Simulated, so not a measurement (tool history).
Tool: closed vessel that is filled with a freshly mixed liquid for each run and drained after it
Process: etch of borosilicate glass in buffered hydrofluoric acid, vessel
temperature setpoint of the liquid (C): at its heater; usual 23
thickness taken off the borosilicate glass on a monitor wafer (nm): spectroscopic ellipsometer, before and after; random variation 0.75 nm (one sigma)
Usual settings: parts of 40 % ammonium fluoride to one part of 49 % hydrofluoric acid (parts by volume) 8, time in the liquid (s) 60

run,hour,temperature setpoint of the liquid (C),parts of 40 % ammonium fluoride to one part of 49 % hydrofluoric acid (parts by volume),time in the liquid (s),"read-back film thickness of the borosilicate glass reference wafer, read on the same gauge (nm)",thickness taken off the borosilicate glass on a monitor wafer (nm)
1,0,23,8,60,150.05,77.92
2,85.6,23,9.5,60,149.99,67.37
3,126.2,23,9.5,60,149.95,66.41
4,213.3,23,9.5,60,149.98,65.96
5,308,26.5,9.5,60,150.02,79.85
6,364.9,26.5,9.5,60,150,80.61
7,426.2,23,8,60,150.02,76.95
8,507.1,23,8,60,149.98,75.22
9,574.9,21,5.5,60,149.97,98.85
10,655.8,21,5.5,60,150.06,99.29
11,755.2,23,8,60,150.04,74.09
# hour 769.5: hydrofluoric acid flow meter replaced
12,827.4,26.5,5.5,60,150.01,139.18
# hour 938.9: thermometer replaced
13,1055.1,19.5,6,50,150.02,72.05
# hour 1129.9: gauge calibrated
14,1130.3,25.5,5,40,149.98,92.89
15,1216.7,25,5,45,150.05,102.6
16,1270.3,23,8,70,150,91.16
17,1362.4,23,6.5,40,150.04,64
18,1441.4,19.5,6,50,150.01,71.01
19,1541.2,23,9,60,150.01,68.62
20,1595.1,23,9,60,150.03,68.57

Forecast each of these 3 alternatives for the next run:
A,1595.8,23,8,60,?,?
B,1595.8,27.5,10.5,60,?,?
C,1595.8,23,5.5,60,?,?

run,"read-back film thickness of the borosilicate glass reference wafer, read on the same gauge (nm)",thickness taken off the borosilicate glass on a monitor wafer (nm)
A,150,75.48
B,150,75.4
C,150,109.7
Without the tool's hidden state the same runs would have given:
run,thickness taken off the borosilicate glass on a monitor wafer (nm)
A,79.8
B,79.24
C,114.74
